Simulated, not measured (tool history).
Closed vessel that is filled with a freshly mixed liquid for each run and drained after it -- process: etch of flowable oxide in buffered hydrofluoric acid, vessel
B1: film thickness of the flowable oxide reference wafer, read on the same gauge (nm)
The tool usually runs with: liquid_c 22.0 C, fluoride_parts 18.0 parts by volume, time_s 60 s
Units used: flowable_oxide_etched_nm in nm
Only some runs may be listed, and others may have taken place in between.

run 1 day=0.000 | liquid_c=22.0 fluoride_parts=18.0 time_s=85 | B1=40.01 | flowable_oxide_etched_nm=143.63
run 2 day=2.938 | liquid_c=22.0 fluoride_parts=18.0 time_s=85 | B1=40.00 | flowable_oxide_etched_nm=142.92
run 3 day=4.746 | liquid_c=22.0 fluoride_parts=18.0 time_s=85 | B1=39.97 | flowable_oxide_etched_nm=144.09
run 4 day=6.425 | liquid_c=22.0 fluoride_parts=18.0 time_s=75 | B1=40.02 | flowable_oxide_etched_nm=125.92
run 5 day=7.896 | liquid_c=22.0 fluoride_parts=18.0 time_s=75 | B1=40.02 | flowable_oxide_etched_nm=126.51
run 6 day=11.592 | liquid_c=22.0 fluoride_parts=18.0 time_s=75 | B1=40.02 | flowable_oxide_etched_nm=127.94
run 7 day=13.500 | liquid_c=22.0 fluoride_parts=18.0 time_s=60 | B1=40.00 | flowable_oxide_etched_nm=100.89
run 8 day=14.804 | liquid_c=22.0 fluoride_parts=18.0 time_s=60 | B1=40.00 | flowable_oxide_etched_nm=100.87
run 9 day=16.000 | liquid_c=22.0 fluoride_parts=18.0 time_s=60 | B1=40.00 | flowable_oxide_etched_nm=102.28
run 10 day=18.088 | liquid_c=22.0 fluoride_parts=24.5 time_s=85 | B1=40.00 | flowable_oxide_etched_nm=113.73
-- day=18.796 gauge calibrated
run 11 day=20.683 | liquid_c=23.5 fluoride_parts=23.5 time_s=80 | B1=39.95 | flowable_oxide_etched_nm=119.16
run 12 day=23.679 | liquid_c=22.0 fluoride_parts=24.0 time_s=60 | B1=40.00 | flowable_oxide_etched_nm=80.87
-- day=25.633 hydrofluoric acid flow meter replaced
-- day=25.912 thermometer replaced
run 13 day=26.046 | liquid_c=22.0 fluoride_parts=18.0 time_s=60 | B1=40.04 | flowable_oxide_etched_nm=94.28
run 14 day=27.958 | liquid_c=20.0 fluoride_parts=15.0 time_s=60 | B1=39.98 | flowable_oxide_etched_nm=101.24
run 15 day=29.812 | liquid_c=18.5 fluoride_parts=22.0 time_s=35 | B1=39.98 | flowable_oxide_etched_nm=37.87
run 16 day=32.758 | liquid_c=24.0 fluoride_parts=18.0 time_s=35 | B1=39.99 | flowable_oxide_etched_nm=61.77
run 17 day=34.708 | liquid_c=24.0 fluoride_parts=18.0 time_s=60 | B1=39.98 | flowable_oxide_etched_nm=105.84
run 18 day=37.383 | liquid_c=22.0 fluoride_parts=18.0 time_s=60 | B1=39.99 | flowable_oxide_etched_nm=93.91
run 19 day=38.912 | liquid_c=20.5 fluoride_parts=18.0 time_s=60 | B1=40.01 | flowable_oxide_etched_nm=86.90

Alternative continuations, all from the tool just after run 19; predict every row:
run A day=38.942 | liquid_c=18.0 fluoride_parts=18.0 time_s=60 | B1=? | flowable_oxide_etched_nm=?
run B day=38.942 | liquid_c=20.0 fluoride_parts=18.0 time_s=60 | B1=? | flowable_oxide_etched_nm=?
run C day=38.942 | liquid_c=23.5 fluoride_parts=18.0 time_s=60 | B1=? | flowable_oxide_etched_nm=?
run D day=38.942 | liquid_c=22.0 fluoride_parts=24.5 time_s=90 | B1=? | flowable_oxide_etched_nm=?

run=A B1=40.00 flowable_oxide_etched_nm=75.41
run=B B1=40.00 flowable_oxide_etched_nm=84.41
run=C B1=40.00 flowable_oxide_etched_nm=102.48
run=D B1=40.00 flowable_oxide_etched_nm=110.91
With the hidden condition removed and each run's random variation left untouched, the same runs would have given:
run=A flowable_oxide_etched_nm=74.64
run=B flowable_oxide_etched_nm=83.57
run=C flowable_oxide_etched_nm=101.48
run=D flowable_oxide_etched_nm=109.81
